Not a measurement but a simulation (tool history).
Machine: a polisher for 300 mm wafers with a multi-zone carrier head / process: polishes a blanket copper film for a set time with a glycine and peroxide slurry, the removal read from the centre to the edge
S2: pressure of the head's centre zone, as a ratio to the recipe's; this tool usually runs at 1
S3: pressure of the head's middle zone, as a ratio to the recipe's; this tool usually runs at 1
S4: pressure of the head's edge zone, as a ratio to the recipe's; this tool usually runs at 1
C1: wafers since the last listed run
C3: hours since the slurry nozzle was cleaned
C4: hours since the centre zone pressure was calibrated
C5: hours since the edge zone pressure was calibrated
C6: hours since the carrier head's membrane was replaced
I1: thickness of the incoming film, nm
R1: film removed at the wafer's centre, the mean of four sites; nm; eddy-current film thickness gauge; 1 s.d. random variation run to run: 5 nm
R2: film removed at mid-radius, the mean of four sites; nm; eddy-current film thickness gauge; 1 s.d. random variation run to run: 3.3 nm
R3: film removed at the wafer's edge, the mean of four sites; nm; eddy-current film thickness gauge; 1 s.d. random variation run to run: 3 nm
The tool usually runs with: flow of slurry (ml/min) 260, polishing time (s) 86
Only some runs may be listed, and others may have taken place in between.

run 1 hour=0 | flow_of_slurry_(ml/min)=260 S2=1.04 S3=1.04 S4=1 polishing_time_(s)=86 | C1=0 wafers_polished_on_this_pad=1458 C3=237.7 C4=361.1 C5=1454.1 C6=299.8 | I1=1777 | R1=403.6 R2=360.3 R3=351.3
-- hour=2.2 slurry nozzle cleaned
run 2 hour=21 | flow_of_slurry_(ml/min)=335 S2=1 S3=0.9 S4=1.09 polishing_time_(s)=76 | C1=262 wafers_polished_on_this_pad=1721 C3=18.8 C4=382.1 C5=1475.1 C6=320.8 | I1=1788.7 | R1=348.2 R2=288.2 R3=326.6
-- hour=32.4 edge zone pressure recalibrated
run 3 hour=47.3 | flow_of_slurry_(ml/min)=285 S2=1 S3=1.05 S4=1 polishing_time_(s)=101 | C1=319 wafers_polished_on_this_pad=2040 C3=45.1 C4=408.4 C5=14.9 C6=347.1 | I1=1741.8 | R1=451.8 R2=420.2 R3=404.3
run 4 hour=67.1 | flow_of_slurry_(ml/min)=190 S2=1 S3=1 S4=1.09 polishing_time_(s)=86 | C1=260 wafers_polished_on_this_pad=2300 C3=64.9 C4=428.2 C5=34.7 C6=366.9 | I1=1793.7 | R1=360.8 R2=318.8 R3=340.4
-- hour=81.4 centre zone pressure recalibrated
run 5 hour=99.7 | flow_of_slurry_(ml/min)=260 S2=1 S3=1 S4=1 polishing_time_(s)=86 | C1=401 wafers_polished_on_this_pad=2702 C3=97.5 C4=18.3 C5=67.3 C6=399.5 | I1=1783 | R1=329.5 R2=323.1 R3=327.5
run 6 hour=115.1 | flow_of_slurry_(ml/min)=260 S2=1 S3=1.04 S4=1 polishing_time_(s)=78 | C1=202 wafers_polished_on_this_pad=2905 C3=112.9 C4=33.7 C5=82.7 C6=414.9 | I1=1761.3 | R1=302.8 R2=299.7 R3=290.4
run 7 hour=132 | flow_of_slurry_(ml/min)=260 S2=1 S3=1.06 S4=1 polishing_time_(s)=114 | C1=222 wafers_polished_on_this_pad=3127 C3=129.8 C4=50.6 C5=99.6 C6=431.8 | I1=1750.8 | R1=430.9 R2=431.2 R3=426.2
run 8 hour=152.3 | flow_of_slurry_(ml/min)=260 S2=1 S3=1.08 S4=1 polishing_time_(s)=86 | C1=266 wafers_polished_on_this_pad=3393 C3=150.1 C4=70.9 C5=119.9 C6=452.1 | I1=1768.5 | R1=325.3 R2=326 R3=310
-- hour=157.2 worn pad replaced by a new one
run 9 hour=169.9 | flow_of_slurry_(ml/min)=260 S2=0.94 S3=0.93 S4=1.06 polishing_time_(s)=103 | C1=178 wafers_polished_on_this_pad=166 C3=167.7 C4=88.5 C5=137.5 C6=469.7 | I1=1792.5 | R1=423.7 R2=404.4 R3=448.3
run 10 hour=191.2 | flow_of_slurry_(ml/min)=260 S2=1.07 S3=1 S4=1.07 polishing_time_(s)=86 | C1=279 wafers_polished_on_this_pad=446 C3=189 C4=109.8 C5=158.8 C6=491 | I1=1772.5 | R1=409.5 R2=356 R3=373.6
-- hour=196.3 carrier head's membrane replaced by a new one
run 11 hour=220.8 | flow_of_slurry_(ml/min)=190 S2=1 S3=1 S4=1.09 polishing_time_(s)=86 | C1=323 wafers_polished_on_this_pad=769 C3=218.6 C4=139.4 C5=188.4 C6=24.5 | I1=1745.6 | R1=351.2 R2=339.4 R3=361.8
-- hour=235.9 slurry nozzle cleaned
run 12 hour=252.5 | flow_of_slurry_(ml/min)=195 S2=1 S3=1 S4=1 polishing_time_(s)=86 | C1=403 wafers_polished_on_this_pad=1173 C3=16.6 C4=171.1 C5=220.1 C6=56.2 | I1=1779.6 | R1=369.6 R2=333.8 R3=348.6
run 13 hour=344.3 | flow_of_slurry_(ml/min)=260 S2=1 S3=1 S4=1 polishing_time_(s)=86 | C1=1205 wafers_polished_on_this_pad=2379 C3=108.4 C4=262.9 C5=311.9 C6=148 | I1=1802.3 | R1=373.1 R2=328 R3=341.5
run 14 hour=364.2 | flow_of_slurry_(ml/min)=260 S2=1 S3=1.11 S4=1 polishing_time_(s)=86 | C1=261 wafers_polished_on_this_pad=2640 C3=128.3 C4=282.8 C5=331.8 C6=167.9 | I1=1778 | R1=370.7 R2=355.7 R3=334.6
-- hour=396.1 worn pad replaced by a new one
run 15 hour=397.6 | flow_of_slurry_(ml/min)=230 S2=0.91 S3=1 S4=1 polishing_time_(s)=86 | C1=386 wafers_polished_on_this_pad=20 C3=161.7 C4=316.2 C5=365.2 C6=201.3 | I1=1793.5 | R1=358.2 R2=355.4 R3=360.8
run 16 hour=410.8 | flow_of_slurry_(ml/min)=260 S2=1 S3=1 S4=1 polishing_time_(s)=86 | C1=173 wafers_polished_on_this_pad=193 C3=174.9 C4=329.4 C5=378.4 C6=214.5 | I1=1737.3 | R1=406.4 R2=358.3 R3=362.5
run 17 hour=425.3 | flow_of_slurry_(ml/min)=260 S2=1 S3=1 S4=0.96 polishing_time_(s)=86 | C1=190 wafers_polished_on_this_pad=384 C3=189.4 C4=343.9 C5=392.9 C6=229 | I1=1787.9 | R1=408 R2=359 R3=355.3
run 18 hour=456.3 | flow_of_slurry_(ml/min)=260 S2=1 S3=1 S4=1 polishing_time_(s)=86 | C1=407 wafers_polished_on_this_pad=791 C3=220.4 C4=374.9 C5=423.9 C6=260 | I1=1760.7 | R1=406.8 R2=358 R3=359.1
run 19 hour=479.4 | flow_of_slurry_(ml/min)=260 S2=1 S3=1.06 S4=1 polishing_time_(s)=105 | C1=303 wafers_polished_on_this_pad=1094 C3=243.5 C4=398 C5=447 C6=283.1 | I1=1790.9 | R1=501.1 R2=457 R3=433
-- hour=481 slurry nozzle cleaned
run 20 hour=500.3 | flow_of_slurry_(ml/min)=260 S2=1 S3=1 S4=1 polishing_time_(s)=86 | C1=261 wafers_polished_on_this_pad=1356 C3=19.3 C4=418.9 C5=467.9 C6=304 | I1=1741.7 | R1=397 R2=354.8 R3=356.9
run 21 hour=526.8 | flow_of_slurry_(ml/min)=260 S2=1 S3=0.94 S4=1 polishing_time_(s)=86 | C1=348 wafers_polished_on_this_pad=1704 C3=45.8 C4=445.4 C5=494.4 C6=330.5 | I1=1771.8 | R1=403.8 R2=331.7 R3=350.7

Here are 5 independent what-if runs from the current tool condition. What would each one return?
run A hour=527.2 | flow_of_slurry_(ml/min)=260 S2=1 S3=1 S4=1 polishing_time_(s)=99 | C1=5 wafers_polished_on_this_pad=1709 C3=46.2 C4=445.8 C5=494.8 C6=330.9 | I1=1778.8 | R1=? R2=? R3=?
run B hour=527.2 | flow_of_slurry_(ml/min)=260 S2=0.91 S3=1 S4=1 polishing_time_(s)=86 | C1=5 wafers_polished_on_this_pad=1709 C3=46.2 C4=445.8 C5=494.8 C6=330.9 | I1=1778.8 | R1=? R2=? R3=?
run C hour=527.2 | flow_of_slurry_(ml/min)=310 S2=0.95 S3=1.06 S4=1 polishing_time_(s)=86 | C1=5 wafers_polished_on_this_pad=1709 C3=46.2 C4=445.8 C5=494.8 C6=330.9 | I1=1778.8 | R1=? R2=? R3=?
run D hour=527.2 | flow_of_slurry_(ml/min)=260 S2=1 S3=0.95 S4=1 polishing_time_(s)=86 | C1=5 wafers_polished_on_this_pad=1709 C3=46.2 C4=445.8 C5=494.8 C6=330.9 | I1=1778.8 | R1=? R2=? R3=?
run E hour=527.2 | flow_of_slurry_(ml/min)=260 S2=1.06 S3=0.95 S4=0.95 polishing_time_(s)=66 | C1=5 wafers_polished_on_this_pad=1709 C3=46.2 C4=445.8 C5=494.8 C6=330.9 | I1=1778.8 | R1=? R2=? R3=?

run=A R1=452 R2=404.2 R3=403.2
run=B R1=357.3 R2=351.3 R3=350.3
run=C R1=381.4 R2=376.4 R3=355.3
run=D R1=392.5 R2=336.3 R3=350.5
run=E R1=319.2 R2=258 R3=262.5
Stripped of hidden state, with their random variation kept, the same runs would have yielded:
run=A R1=421 R2=422.9 R3=421.6
run=B R1=332.5 R2=367.5 R3=366.3
run=C R1=355 R2=393.8 R3=371.5
run=D R1=365.5 R2=351.9 R3=366.5
run=E R1=297.5 R2=270 R3=274.5

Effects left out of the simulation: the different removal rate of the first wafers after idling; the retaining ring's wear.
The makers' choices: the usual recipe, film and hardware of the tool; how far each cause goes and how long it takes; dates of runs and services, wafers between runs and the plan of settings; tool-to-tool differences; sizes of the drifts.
